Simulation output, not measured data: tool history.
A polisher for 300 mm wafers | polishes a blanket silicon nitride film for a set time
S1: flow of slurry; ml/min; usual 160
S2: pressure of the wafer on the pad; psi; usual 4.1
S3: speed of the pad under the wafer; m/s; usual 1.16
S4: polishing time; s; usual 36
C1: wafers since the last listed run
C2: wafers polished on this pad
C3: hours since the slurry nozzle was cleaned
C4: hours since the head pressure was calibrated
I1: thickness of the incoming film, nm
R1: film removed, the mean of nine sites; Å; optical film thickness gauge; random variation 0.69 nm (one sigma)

run 1 hour=0.0 | S1=160 S2=4.1 S3=1.16 S4=36 | C1=0 C2=1382 C3=420.6 C4=146.1 | I1=394.2 | R1=879
-- hour=31.9 slurry nozzle cleaned
run 2 hour=35.3 | S1=160 S2=4.1 S3=1.16 S4=36 | C1=310 C2=1693 C3=3.4 C4=181.4 | I1=407.3 | R1=882
run 3 hour=55.4 | S1=175 S2=5.2 S3=1.16 S4=36 | C1=182 C2=1875 C3=23.5 C4=201.5 | I1=399.6 | R1=1133
run 4 hour=87.5 | S1=160 S2=4.1 S3=1.16 S4=36 | C1=290 C2=2166 C3=55.6 C4=233.6 | I1=398.2 | R1=876
-- hour=94.0 worn pad replaced by a new one
run 5 hour=107.3 | S1=160 S2=4.1 S3=1.16 S4=36 | C1=143 C2=120 C3=75.4 C4=253.4 | I1=406.8 | R1=879
run 6 hour=125.0 | S1=160 S2=4.1 S3=1.16 S4=36 | C1=160 C2=280 C3=93.1 C4=271.1 | I1=403.1 | R1=874
run 7 hour=137.4 | S1=160 S2=4.1 S3=0.96 S4=36 | C1=112 C2=393 C3=105.5 C4=283.5 | I1=397.9 | R1=763
run 8 hour=171.2 | S1=160 S2=4.1 S3=0.96 S4=36 | C1=306 C2=699 C3=139.3 C4=317.3 | I1=400.5 | R1=761
run 9 hour=184.6 | S1=185 S2=4.1 S3=1.16 S4=36 | C1=121 C2=820 C3=152.7 C4=330.7 | I1=400.0 | R1=911
run 10 hour=213.9 | S1=185 S2=4.1 S3=1.16 S4=36 | C1=265 C2=1086 C3=182.0 C4=360.0 | I1=400.9 | R1=899
run 11 hour=235.1 | S1=160 S2=4.1 S3=1.16 S4=36 | C1=192 C2=1278 C3=203.2 C4=381.2 | I1=397.5 | R1=882
-- hour=263.7 head pressure recalibrated
run 12 hour=268.6 | S1=160 S2=4.1 S3=1.16 S4=36 | C1=285 C2=1563 C3=236.7 C4=4.9 | I1=395.1 | R1=848
-- hour=284.7 worn pad replaced by a new one
run 13 hour=299.0 | S1=160 S2=4.1 S3=1.16 S4=36 | C1=239 C2=129 C3=267.1 C4=35.3 | I1=402.1 | R1=860
run 14 hour=314.7 | S1=160 S2=4.1 S3=1.16 S4=36 | C1=142 C2=271 C3=282.8 C4=51.0 | I1=396.7 | R1=866
run 15 hour=327.7 | S1=135 S2=4.5 S3=1.16 S4=36 | C1=117 C2=389 C3=295.8 C4=64.0 | I1=405.1 | R1=927
run 16 hour=340.6 | S1=135 S2=4.5 S3=1.16 S4=36 | C1=116 C2=506 C3=308.7 C4=76.9 | I1=396.2 | R1=920
run 17 hour=374.8 | S1=160 S2=2.7 S3=1.16 S4=36 | C1=309 C2=816 C3=342.9 C4=111.1 | I1=397.8 | R1=575
run 18 hour=387.3 | S1=160 S2=4.1 S3=1.16 S4=36 | C1=113 C2=929 C3=355.4 C4=123.6 | I1=396.3 | R1=857
run 19 hour=411.9 | S1=160 S2=5.4 S3=1.16 S4=31 | C1=222 C2=1152 C3=380.0 C4=148.2 | I1=402.5 | R1=988
run 20 hour=431.6 | S1=160 S2=4.1 S3=1.16 S4=36 | C1=178 C2=1331 C3=399.7 C4=167.9 | I1=397.5 | R1=884
run 21 hour=447.1 | S1=160 S2=4.1 S3=1.16 S4=36 | C1=140 C2=1471 C3=415.2 C4=183.4 | I1=408.0 | R1=874
run 22 hour=466.9 | S1=120 S2=4.1 S3=1.16 S4=46 | C1=179 C2=1650 C3=435.0 C4=203.2 | I1=398.1 | R1=1059
-- hour=480.1 slurry nozzle cleaned
-- hour=499.8 worn pad replaced by a new one
run 23 hour=552.6 | S1=175 S2=4.1 S3=1.16 S4=36 | C1=731 C2=478 C3=72.5 C4=288.9 | I1=399.9 | R1=892
run 24 hour=575.0 | S1=160 S2=4.1 S3=1.16 S4=36 | C1=202 C2=681 C3=94.9 C4=311.3 | I1=398.9 | R1=883
run 25 hour=598.4 | S1=205 S2=4.1 S3=1.16 S4=36 | C1=212 C2=893 C3=118.3 C4=334.7 | I1=399.2 | R1=918
-- hour=621.7 head pressure recalibrated
run 26 hour=624.2 | S1=160 S2=4.1 S3=1.16 S4=26 | C1=215 C2=1109 C3=144.1 C4=2.5 | I1=395.5 | R1=606
run 27 hour=652.3 | S1=160 S2=4.5 S3=0.92 S4=30 | C1=254 C2=1363 C3=172.2 C4=30.6 | I1=401.3 | R1=658
run 28 hour=685.2 | S1=180 S2=3.0 S3=1.16 S4=36 | C1=298 C2=1662 C3=205.1 C4=63.5 | I1=400.8 | R1=647
-- hour=708.3 worn pad replaced by a new one
run 29 hour=712.9 | S1=160 S2=4.1 S3=1.16 S4=36 | C1=214 C2=41 C3=232.8 C4=91.2 | I1=403.2 | R1=865
run 30 hour=732.4 | S1=175 S2=5.2 S3=1.16 S4=36 | C1=176 C2=218 C3=252.3 C4=110.7 | I1=403.9 | R1=1089
run 31 hour=760.7 | S1=105 S2=3.4 S3=1.34 S4=28 | C1=256 C2=474 C3=280.6 C4=139.0 | I1=401.0 | R1=570
run 32 hour=793.3 | S1=205 S2=4.1 S3=1.44 S4=36 | C1=295 C2=770 C3=313.2 C4=171.6 | I1=399.1 | R1=1054
run 33 hour=808.4 | S1=160 S2=4.1 S3=1.16 S4=36 | C1=136 C2=907 C3=328.3 C4=186.7 | I1=405.1 | R1=875
run 34 hour=826.5 | S1=160 S2=4.1 S3=1.16 S4=36 | C1=163 C2=1071 C3=346.4 C4=204.8 | I1=400.8 | R1=876
run 35 hour=854.4 | S1=160 S2=4.1 S3=1.16 S4=36 | C1=252 C2=1323 C3=374.3 C4=232.7 | I1=397.1 | R1=884
run 36 hour=890.3 | S1=115 S2=3.6 S3=1.54 S4=43 | C1=325 C2=1649 C3=410.2 C4=268.6 | I1=402.0 | R1=1053
run 37 hour=903.5 | S1=205 S2=4.1 S3=1.48 S4=44 | C1=119 C2=1768 C3=423.4 C4=281.8 | I1=396.1 | R1=1349

Some steps in R1 between neighbouring runs. How much of each would the tool show without its hidden state too (settings, what came in, random variation), and how much is left for the hidden state, with any gauge scatter that isn't in both results?
The hidden state here: removal rate lost through wear of the pad, %; slurry flow missing at the pad, %; deviation of the head's pressure from its setpoint, %.
Run 11 -> 12: head pressure recalibrated. R1 -34 Å: hidden state -43, all else +9.
Run 16 -> 17: S1 135 -> 160, S2 4.5 -> 2.7. R1 -345 Å: hidden state -5, all else -340.
Run 25 -> 26: S1 205 -> 160, S4 36 -> 26, head pressure recalibrated. R1 -312 Å: hidden state -47, all else -265.
Run 30 -> 31: S1 175 -> 105, S2 5.2 -> 3.4, S3 1.16 -> 1.34, S4 36 -> 28. R1 -519 Å: hidden state -14, all else -505.
Run 31 -> 32: S1 105 -> 205, S2 3.4 -> 4.1, S3 1.34 -> 1.44, S4 28 -> 36. R1 +484 Å: hidden state +22, all else +462.
